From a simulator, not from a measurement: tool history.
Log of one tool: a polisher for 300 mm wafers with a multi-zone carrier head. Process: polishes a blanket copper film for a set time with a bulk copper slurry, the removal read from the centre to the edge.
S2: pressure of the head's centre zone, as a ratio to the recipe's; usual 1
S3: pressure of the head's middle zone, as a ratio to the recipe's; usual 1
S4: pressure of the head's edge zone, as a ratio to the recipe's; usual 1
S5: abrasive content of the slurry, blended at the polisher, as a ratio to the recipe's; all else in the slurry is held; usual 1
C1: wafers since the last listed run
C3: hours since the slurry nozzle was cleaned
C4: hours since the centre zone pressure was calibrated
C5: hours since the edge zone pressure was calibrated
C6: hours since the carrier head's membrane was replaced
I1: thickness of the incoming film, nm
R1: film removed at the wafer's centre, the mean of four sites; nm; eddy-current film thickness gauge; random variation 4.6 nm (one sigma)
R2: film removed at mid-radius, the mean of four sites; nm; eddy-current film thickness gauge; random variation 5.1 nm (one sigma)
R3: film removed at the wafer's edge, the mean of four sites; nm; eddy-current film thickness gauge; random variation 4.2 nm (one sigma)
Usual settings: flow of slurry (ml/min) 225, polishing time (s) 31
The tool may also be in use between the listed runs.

Run 1, hour 0: usual settings but flow of slurry (ml/min) 250; C1 0; wafers polished on this pad 1528; C3 183.8; C4 60.7; C5 29.6; C6 1234; I1 4800.9. Result: R1 365.7 nm, R2 354.9 nm, R3 358.8 nm.
At hour 23.7: carrier head's membrane replaced by a new one.
Run 2, hour 99.5: usual settings but S2 1.03; C1 1061; wafers polished on this pad 2589; C3 283.3; C4 160.2; C5 129.1; C6 75.8; I1 4712.4. Result: R1 390.9 nm, R2 349.1 nm, R3 357.3 nm.
At hour 116.3: worn pad replaced by a new one.
Run 3, hour 153.5: usual settings; C1 561; wafers polished on this pad 417; C3 337.3; C4 214.2; C5 183.1; C6 129.8; I1 4736.2. Result: R1 376.2 nm, R2 358.3 nm, R3 356.8 nm.
Run 4, hour 214.8: usual settings; C1 688; wafers polished on this pad 1105; C3 398.6; C4 275.5; C5 244.4; C6 191.1; I1 4673.1. Result: R1 386.5 nm, R2 350.3 nm, R3 359.3 nm.
At hour 249.9: centre zone pressure recalibrated.
Run 5, hour 261.8: usual settings; C1 505; wafers polished on this pad 1610; C3 445.6; C4 11.9; C5 291.4; C6 238.1; I1 4708.4. Result: R1 357.1 nm, R2 352.5 nm, R3 350.9 nm.
Run 6, hour 310.6: usual settings; C1 547; wafers polished on this pad 2158; C3 494.4; C4 60.7; C5 340.2; C6 286.9; I1 4759. Result: R1 364.3 nm, R2 350.5 nm, R3 356.2 nm.
At hour 362.3: worn pad replaced by a new one.
Run 7, hour 369.6: usual settings; C1 617; wafers polished on this pad 82; C3 553.4; C4 119.7; C5 399.2; C6 345.9; I1 4711.4. Result: R1 368.9 nm, R2 356.5 nm, R3 345.1 nm.
Run 8, hour 437.6: usual settings; C1 763; wafers polished on this pad 845; C3 621.4; C4 187.7; C5 467.2; C6 413.9; I1 4709.4. Result: R1 381.2 nm, R2 351.5 nm, R3 354.3 nm.
At hour 475.4: edge zone pressure recalibrated.
Run 9, hour 508.5: usual settings; C1 773; wafers polished on this pad 1619; C3 692.3; C4 258.6; C5 33.1; C6 484.8; I1 4636.2. Result: R1 387.6 nm, R2 362.7 nm, R3 360.2 nm.
At hour 552.4: slurry nozzle cleaned.
At hour 579.3: centre zone pressure recalibrated.
Run 10, hour 589.5: usual settings; C1 875; wafers polished on this pad 2494; C3 37.1; C4 10.2; C5 114.1; C6 565.8; I1 4722.9. Result: R1 362.7 nm, R2 349.1 nm, R3 349 nm.
At hour 604.3: worn pad replaced by a new one.
Run 11, hour 680.9: usual settings but S2 1.11, S3 1.07; C1 981; wafers polished on this pad 859; C3 128.5; C4 101.6; C5 205.5; C6 657.2; I1 4714.8. Result: R1 409.9 nm, R2 362.2 nm, R3 360.7 nm.
Run 12, hour 726.7: usual settings but S2 0.9; C1 514; wafers polished on this pad 1374; C3 174.3; C4 147.4; C5 251.3; C6 703; I1 4747.5. Result: R1 330.8 nm, R2 351.6 nm, R3 353 nm.
Run 13, hour 801.5: usual settings but S2 0.94, S4 1.04, polishing time (s) 41; C1 839; wafers polished on this pad 2214; C3 249.1; C4 222.2; C5 326.1; C6 777.8; I1 4633.7. Result: R1 472.8 nm, R2 468 nm, R3 472.8 nm.
At hour 901.3: worn pad replaced by a new one.
Run 14, hour 907.6: usual settings but flow of slurry (ml/min) 275, S2 1.04; C1 1146; wafers polished on this pad 70; C3 355.2; C4 328.3; C5 432.2; C6 883.9; I1 4640.6. Result: R1 417 nm, R2 363 nm, R3 359 nm.
At hour 941.2: centre zone pressure recalibrated.
Run 15, hour 986.5: usual settings but flow of slurry (ml/min) 245, S2 1.05, S4 1.05; C1 863; wafers polished on this pad 934; C3 434.1; C4 45.3; C5 511.1; C6 962.8; I1 4751.9. Result: R1 386.4 nm, R2 354.4 nm, R3 368.7 nm.
At hour 1072.4: edge zone pressure recalibrated.
At hour 1072.6: carrier head's membrane replaced by a new one.
Run 16, hour 1082.9: usual settings but S4 0.89; C1 1057; wafers polished on this pad 1991; C3 530.5; C4 141.7; C5 10.5; C6 10.3; I1 4762.8. Result: R1 380.5 nm, R2 353.3 nm, R3 341.1 nm.
Run 17, hour 1127.9: usual settings but S5 1.25; C1 505; wafers polished on this pad 2497; C3 575.5; C4 186.7; C5 55.5; C6 55.3; I1 4653.9. Result: R1 402.4 nm, R2 372.6 nm, R3 374.3 nm.

Run 18 comes next. What will it give?
At hour 1150.6: slurry nozzle cleaned.
At hour 1179.9: worn pad replaced by a new one.
Run 18, hour 1210.3: usual settings; C1 869; wafers polished on this pad 340; C3 59.7; C4 269.1; C5 137.9; C6 137.7; I1 4714.6. Result: R1 ?, R2 ?, R3 ?.

Run 18 gave R1 392.2 nm, R2 349.4 nm, R3 353.5 nm.
Without the tool's hidden state the same run would have given R1 362.9 nm, R2 349.5 nm, R3 353.5 nm.
